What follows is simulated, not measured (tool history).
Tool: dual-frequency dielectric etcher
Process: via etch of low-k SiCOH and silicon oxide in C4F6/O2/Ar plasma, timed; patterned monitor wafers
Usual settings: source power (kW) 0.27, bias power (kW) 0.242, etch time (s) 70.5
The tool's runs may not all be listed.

run     day  source power (kW)  bias power (kW)  etch time (s)  wafers since the last listed run  hours since the last wet clean  hours since the last source power generator calibration  hours since the last bias power generator calibration  hours since the last upper electrode change  hours since the gauge calibration  read-back reference wafer on the same gauge, depth_nm  mean etch depth across the wafer (nm)
  1       0               0.27            0.242           70.5                                 0                           473.9                                                   4114.7                                                 1694.9                                       2468.9                              189.4                                                  197.9                                  170.8
  2   0.608               0.27            0.242           70.5                               187                           488.5                                                   4129.3                                                 1709.5                                       2483.5                                204                                                  197.6                                  170.5
  3   0.925               0.27            0.242           84.5                                97                           496.1                                                   4136.9                                                 1717.1                                       2491.1                              211.6                                                    198                                  204.8
  4   1.558               0.27            0.242           84.5                               194                           511.3                                                   4152.1                                                 1732.3                                       2506.3                              226.8                                                  198.1                                  202.2
  5   2.104               0.27            0.242           70.5                               167                           524.4                                                   4165.2                                                 1745.4                                       2519.4                              239.9                                                    198                                  168.7
  6   2.704               0.29            0.242           61.5                               184                           538.8                                                   4179.6                                                 1759.8                                       2533.8                              254.3                                                    198                                  150.8
  7   3.208               0.29            0.242           61.5                               155                           550.9                                                   4191.7                                                 1771.9                                       2545.9                              266.4                                                  197.8                                  152.1
  8   3.554               0.29            0.242           61.5                               106                           559.2                                                     4200                                                 1780.2                                       2554.2                              274.7                                                    198                                  152.7
      4.088  -- gauge calibrated
  9   4.242               0.29            0.242           70.5                               211                           575.7                                                   4216.5                                                 1796.7                                       2570.7                                3.7                                                  197.9                                  172.7
 10   4.596               0.29            0.242           70.5                               108                           584.2                                                     4225                                                 1805.2                                       2579.2                               12.2                                                  198.3                                  173.6
 11   4.938               0.29            0.242           70.5                               105                           592.4                                                   4233.2                                                 1813.4                                       2587.4                               20.4                                                  197.5                                  173.8
      6.033  -- wet clean of the chamber
 12   6.054               0.27            0.242           70.5                                35                             0.5                                                     4260                                                 1840.2                                       2614.2                               47.2                                                    198                                  178.4
 13   6.071               0.23            0.242           70.5                                 5                             0.9                                                   4260.4                                                 1840.6                                       2614.6                               47.6                                                  197.8                                  166.8
      7.167  -- upper electrode replaced
      7.196  -- source power generator calibrated
 14   7.217               0.31            0.226             61                                35                            28.4                                                      0.5                                                 1868.1                                          1.2                               75.1                                                  197.7                                  157.9
 15   7.229               0.22            0.273             80                                 3                            28.7                                                      0.8                                                 1868.4                                          1.5                               75.4                                                  197.9                                  194.9
 16    7.55               0.27            0.242           84.5                                98                            36.4                                                      8.5                                                 1876.1                                          9.2                               83.1                                                  197.9                                  211.8
 17   8.129               0.23            0.214           70.5                               178                            50.3                                                     22.4                                                   1890                                         23.1                                 97                                                  197.7                                  160.3
 18   8.588               0.31            0.242           49.5                               140                            61.3                                                     33.4                                                   1901                                         34.1                                108                                                  198.2                                  131.1
 19   8.904               0.27            0.242           70.5                                97                            68.9                                                       41                                                 1908.6                                         41.7                              115.6                                                  198.1                                  176.9
 20   9.188               0.22            0.198             86                                87                            75.7                                                     47.8                                                 1915.4                                         48.5                              122.4                                                  198.4                                  185.5
      9.925  -- bias power generator calibrated
 21   9.946               0.27            0.242           78.5                               181                            93.9                                                       66                                                    0.5                                         66.7                              140.6                                                  198.1                                  199.2
 22   10.45               0.27            0.215           70.5                               155                             106                                                     78.1                                                   12.6                                         78.8                              152.7                                                  198.2                                  168.9
 23  11.108                0.2            0.298           51.5                               202                           121.8                                                     93.9                                                   28.4                                         94.6                              168.5                                                  197.9                                  124.9
 24  11.371               0.27            0.242           70.5                                80                           128.1                                                    100.2                                                   34.7                                        100.9                              174.8                                                  198.2                                  175.1
 25  11.888               0.27            0.297             78                               158                           140.5                                                    112.6                                                   47.1                                        113.3                              187.2                                                    198                                  210.9
 26  12.354               0.32            0.258             52                               143                           151.7                                                    123.8                                                   58.3                                        124.5                              198.4                                                  197.9                                    143
 27  12.667               0.27            0.242           70.5                                96                           159.2                                                    131.3                                                   65.8                                          132                              205.9                                                  198.5                                  176.4

Branching from run 27: 3 alternative next runs. What would each branch give?
  A  12.683               0.27            0.242           70.5                                 5                           159.6                                                    131.7                                                   66.2                                        132.4                              206.3                                                      ?                                      ?
  B  12.683               0.27             0.27           70.5                                 5                           159.6                                                    131.7                                                   66.2                                        132.4                              206.3                                                      ?                                      ?
  C  12.683               0.27            0.213           70.5                                 5                           159.6                                                    131.7                                                   66.2                                        132.4                              206.3                                                      ?                                      ?

run  read-back reference wafer on the same gauge, depth_nm  mean etch depth across the wafer (nm)
  A                                                  198.2                                  175.8
  B                                                  198.2                                  183.8
  C                                                  198.2                                  166.9
With the hidden condition removed and each run's random variation left untouched, the same runs would have given:
run  mean etch depth across the wafer (nm)
  A                                  179.4
  B                                  187.6
  C                                  170.4
